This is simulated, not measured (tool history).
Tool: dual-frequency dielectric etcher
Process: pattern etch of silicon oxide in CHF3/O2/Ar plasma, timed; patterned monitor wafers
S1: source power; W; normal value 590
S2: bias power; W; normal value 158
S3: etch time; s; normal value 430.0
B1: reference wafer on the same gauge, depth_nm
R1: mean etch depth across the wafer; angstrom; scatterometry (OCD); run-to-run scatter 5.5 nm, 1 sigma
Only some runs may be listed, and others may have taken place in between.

| run | hour | S1 | S2 | S3 | B1 | R1 |
|---|---|---|---|---|---|---|
| 1 | 0.0 | 590 | 158 | 430.0 | 771.9 | 7902 |
| 2 | 35.7 | 590 | 158 | 430.0 | 770.3 | 7644 |
| 3 | 53.7 | 590 | 188 | 430.0 | 770.0 | 8212 |
| 4 | 82.7 | 660 | 158 | 430.0 | 771.7 | 8250 |
| 5 | 114.2 | 590 | 136 | 430.0 | 770.6 | 7276 |
|  | 129.9 | bias power generator calibrated |
|  | 150.1 | gauge calibrated |
|  | 155.1 | upper electrode replaced |
| 6 | 155.6 | 560 | 158 | 430.0 | 771.1 | 7431 |
| 7 | 165.1 | 560 | 158 | 430.0 | 773.2 | 7451 |
|  | 208.7 | wet clean of the chamber |
| 8 | 209.2 | 560 | 158 | 430.0 | 771.4 | 7151 |
| 9 | 223.3 | 690 | 193 | 430.0 | 770.3 | 8777 |
|  | 233.3 | source power generator calibrated |
| 10 | 244.2 | 720 | 130 | 492.0 | 772.1 | 8803 |
| 11 | 271.9 | 730 | 158 | 430.0 | 770.4 | 8295 |
|  | 305.0 | wet clean of the chamber, repeated, since the last time left the tool worse |
| 12 | 305.5 | 590 | 158 | 430.0 | 769.5 | 7982 |
| 13 | 321.6 | 650 | 147 | 557.0 | 772.5 | 10454 |
| 14 | 343.4 | 590 | 170 | 390.0 | 771.1 | 7419 |
| 15 | 357.1 | 590 | 158 | 332.5 | 771.2 | 6070 |
| 16 | 390.5 | 510 | 197 | 496.0 | 769.5 | 9094 |
| 17 | 422.1 | 630 | 158 | 430.0 | 770.2 | 8133 |

Exercise: give the hidden state of the tool at every run:
source power that arrives over what is set, %: 0 across all the runs
bias power that arrives over what is set, %: 0 across all the runs
gauge reads high (%): 0 across all the runs
H1: etch rate over this chamber's usual, %
| run | H1 |
|---|---|
| 1 | -2.04 |
| 2 | -2.3 |
| 3 | -2.43 |
| 4 | -2.64 |
| 5 | -2.87 |
| 6 | -3.17 |
| 7 | -3.24 |
| 8 | -6.2 |
| 9 | -6.31 |
| 10 | -6.46 |
| 11 | -6.66 |
| 12 | -0.368 |
| 13 | -0.486 |
| 14 | -0.645 |
| 15 | -0.744 |
| 16 | -0.988 |
| 17 | -1.22 |
